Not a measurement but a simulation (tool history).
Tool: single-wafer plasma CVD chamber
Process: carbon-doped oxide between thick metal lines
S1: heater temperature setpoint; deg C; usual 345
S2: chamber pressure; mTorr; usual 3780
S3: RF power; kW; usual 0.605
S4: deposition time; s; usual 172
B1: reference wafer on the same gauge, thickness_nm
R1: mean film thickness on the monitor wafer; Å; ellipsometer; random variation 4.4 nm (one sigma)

| run | hour | S1 | S2 | S3 | S4 | B1 | R1 |
|---|---|---|---|---|---|---|---|
| 1 | 0 | 345 | 3780 | 0.67 | 172 | 947.993 | 10137.41 |
| 2 | 47 | 345 | 3780 | 0.67 | 172 | 948.535 | 10104.84 |
| 3 | 128.3 | 345 | 3780 | 0.67 | 172 | 949.93 | 10172.32 |
| 4 | 176.4 | 345 | 3780 | 0.605 | 172 | 949.02 | 9355.27 |
| 5 | 275.5 | 345 | 3780 | 0.605 | 172 | 951.863 | 9330.64 |
| 6 | 375.6 | 345 | 3780 | 0.605 | 172 | 948.932 | 9304.32 |
| 7 | 462.3 | 345 | 3780 | 0.67 | 189 | 950.592 | 11116.73 |
| 8 | 529.5 | 345 | 3780 | 0.67 | 189 | 949.157 | 11129.01 |
| 9 | 605.3 | 345 | 3780 | 0.605 | 172 | 947.622 | 9358.83 |
| 10 | 644.2 | 345 | 3780 | 0.605 | 172 | 949.122 | 9350.49 |
|  | 729.6 | thermocouple changed; heater temperature recalibrated |
| 11 | 736.9 | 345 | 3780 | 0.605 | 172 | 949.854 | 9353.1 |
| 12 | 835.7 | 345 | 3780 | 0.605 | 172 | 951.187 | 9449.65 |
| 13 | 884.8 | 345 | 3780 | 0.605 | 172 | 949.701 | 9324.47 |
|  | 955.8 | showerhead replaced |
| 14 | 981.7 | 345 | 3780 | 0.605 | 172 | 949.51 | 9315.3 |
| 15 | 1076.5 | 345 | 3780 | 0.605 | 172 | 948.757 | 9375.65 |
|  | 1116.6 | RF generator calibrated |
| 16 | 1117.1 | 351 | 3120 | 0.55 | 192 | 949.526 | 9271.09 |
|  | 1153.1 | gauge calibrated |
|  | 1173.9 | capacitance manometer re-zeroed and calibrated |
| 17 | 1218.7 | 353 | 3780 | 0.515 | 172 | 949.758 | 8054.83 |
| 18 | 1325.1 | 339 | 3220 | 0.525 | 161 | 952.104 | 7867.04 |
| 19 | 1427 | 345 | 3780 | 0.605 | 172 | 949.311 | 9301.64 |
| 20 | 1520.5 | 345 | 3780 | 0.685 | 172 | 949.702 | 10229.36 |
| 21 | 1607.2 | 345 | 3780 | 0.605 | 172 | 950.375 | 9413.98 |
| 22 | 1681.4 | 345 | 3780 | 0.555 | 197 | 949.658 | 10067.36 |
|  | 1725.7 | thermocouple changed; heater temperature recalibrated |
| 23 | 1742.1 | 345 | 3780 | 0.67 | 172 | 949.195 | 10104.77 |
| 24 | 1811.6 | 345 | 3780 | 0.605 | 172 | 950.699 | 9273.2 |
| 25 | 1867.2 | 336 | 4450 | 0.605 | 185 | 950.358 | 10616.73 |
| 26 | 1942.8 | 345 | 2990 | 0.605 | 172 | 949.86 | 9219.53 |
| 27 | 1983.6 | 352 | 3780 | 0.505 | 172 | 950.942 | 7958.55 |
| 28 | 2034.3 | 345 | 3780 | 0.495 | 172 | 950.803 | 7989.28 |
| 29 | 2093.3 | 345 | 3780 | 0.605 | 145 | 950.769 | 7899.58 |

Forecast each of these 3 alternatives for the next run:
| A | 2093.7 | 345 | 3780 | 0.605 | 172 | ? | ? |
| B | 2093.7 | 354 | 4480 | 0.66 | 159 | ? | ? |
| C | 2093.7 | 335 | 3220 | 0.71 | 202 | ? | ? |

| run | B1 | R1 |
|---|---|---|
| A | 948.997 | 9346.1 |
| B | 948.997 | 9166.69 |
| C | 948.997 | 12523.73 |
Without the tool's hidden state the same runs would have given:
| run | R1 |
|---|---|
| A | 9346.1 |
| B | 9166.69 |
| C | 12523.73 |

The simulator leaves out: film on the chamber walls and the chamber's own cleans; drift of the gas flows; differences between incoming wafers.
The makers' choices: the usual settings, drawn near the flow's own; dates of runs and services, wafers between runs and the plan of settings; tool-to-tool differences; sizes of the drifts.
